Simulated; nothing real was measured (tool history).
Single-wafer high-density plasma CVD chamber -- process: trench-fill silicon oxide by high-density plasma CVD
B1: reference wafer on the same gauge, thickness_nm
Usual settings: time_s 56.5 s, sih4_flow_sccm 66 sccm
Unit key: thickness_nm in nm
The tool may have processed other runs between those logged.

run 1 day=0.000 | time_s=56.5 sih4_flow_sccm=66 | B1=416.508 | thickness_nm=366.826
run 2 day=2.971 | time_s=56.5 sih4_flow_sccm=66 | B1=415.889 | thickness_nm=365.473
run 3 day=7.212 | time_s=56.5 sih4_flow_sccm=66 | B1=415.997 | thickness_nm=365.881
run 4 day=10.488 | time_s=56.5 sih4_flow_sccm=66 | B1=416.344 | thickness_nm=364.557
run 5 day=13.892 | time_s=56.5 sih4_flow_sccm=66 | B1=416.183 | thickness_nm=366.405
run 6 day=17.775 | time_s=50.1 sih4_flow_sccm=69 | B1=415.923 | thickness_nm=339.826
run 7 day=28.850 | time_s=56.5 sih4_flow_sccm=66 | B1=415.652 | thickness_nm=368.455
run 8 day=37.742 | time_s=56.5 sih4_flow_sccm=66 | B1=415.821 | thickness_nm=370.966
run 9 day=41.496 | time_s=50.3 sih4_flow_sccm=66 | B1=416.016 | thickness_nm=329.803
run 10 day=45.150 | time_s=50.3 sih4_flow_sccm=66 | B1=416.675 | thickness_nm=328.932
run 11 day=46.858 | time_s=56.5 sih4_flow_sccm=56 | B1=415.489 | thickness_nm=319.787
run 12 day=49.162 | time_s=56.5 sih4_flow_sccm=62 | B1=416.040 | thickness_nm=351.662
run 13 day=57.821 | time_s=56.5 sih4_flow_sccm=62 | B1=416.165 | thickness_nm=352.057
-- day=61.800 silane flow controller replaced
run 14 day=62.242 | time_s=56.5 sih4_flow_sccm=62 | B1=415.729 | thickness_nm=338.668
run 15 day=64.304 | time_s=56.5 sih4_flow_sccm=66 | B1=416.198 | thickness_nm=357.517
run 16 day=67.717 | time_s=56.5 sih4_flow_sccm=66 | B1=416.121 | thickness_nm=356.851
run 17 day=73.988 | time_s=56.5 sih4_flow_sccm=66 | B1=415.826 | thickness_nm=356.883
run 18 day=77.138 | time_s=56.5 sih4_flow_sccm=66 | B1=416.019 | thickness_nm=356.947
run 19 day=79.412 | time_s=56.5 sih4_flow_sccm=66 | B1=415.962 | thickness_nm=358.451
run 20 day=83.871 | time_s=56.5 sih4_flow_sccm=66 | B1=416.333 | thickness_nm=357.331
run 21 day=88.154 | time_s=56.5 sih4_flow_sccm=66 | B1=416.265 | thickness_nm=356.653
run 22 day=90.546 | time_s=56.5 sih4_flow_sccm=66 | B1=415.715 | thickness_nm=357.486
run 23 day=94.679 | time_s=45.4 sih4_flow_sccm=71 | B1=415.379 | thickness_nm=306.959
run 24 day=98.979 | time_s=56.5 sih4_flow_sccm=66 | B1=416.244 | thickness_nm=360.350
run 25 day=102.854 | time_s=46.1 sih4_flow_sccm=58 | B1=416.058 | thickness_nm=260.133
run 26 day=106.904 | time_s=56.5 sih4_flow_sccm=62 | B1=415.895 | thickness_nm=339.035
-- day=106.967 gauge calibrated
run 27 day=108.929 | time_s=56.5 sih4_flow_sccm=66 | B1=415.435 | thickness_nm=361.463
run 28 day=112.221 | time_s=56.5 sih4_flow_sccm=79 | B1=415.482 | thickness_nm=428.541
run 29 day=115.542 | time_s=56.5 sih4_flow_sccm=54 | B1=416.385 | thickness_nm=297.854
run 30 day=118.017 | time_s=46.5 sih4_flow_sccm=58 | B1=415.836 | thickness_nm=262.662
run 31 day=120.892 | time_s=53.7 sih4_flow_sccm=66 | B1=416.653 | thickness_nm=341.934
run 32 day=125.175 | time_s=62.2 sih4_flow_sccm=58 | B1=416.040 | thickness_nm=351.255
run 33 day=126.917 | time_s=52.9 sih4_flow_sccm=66 | B1=416.306 | thickness_nm=337.801
run 34 day=128.521 | time_s=56.5 sih4_flow_sccm=66 | B1=416.251 | thickness_nm=360.350
run 35 day=131.758 | time_s=56.5 sih4_flow_sccm=62 | B1=416.423 | thickness_nm=341.485
run 36 day=135.979 | time_s=56.5 sih4_flow_sccm=66 | B1=416.183 | thickness_nm=361.614
run 37 day=137.742 | time_s=62.2 sih4_flow_sccm=66 | B1=416.415 | thickness_nm=397.970

Run 38 is up next; what results do you expect?
run 38 day=140.638 | time_s=59.9 sih4_flow_sccm=72 | B1=? | thickness_nm=?

Run 38 yielded B1 415.292, thickness_nm 418.103 nm.
Minus the tool's unlogged condition, the same run would have read thickness_nm 413.545 nm.
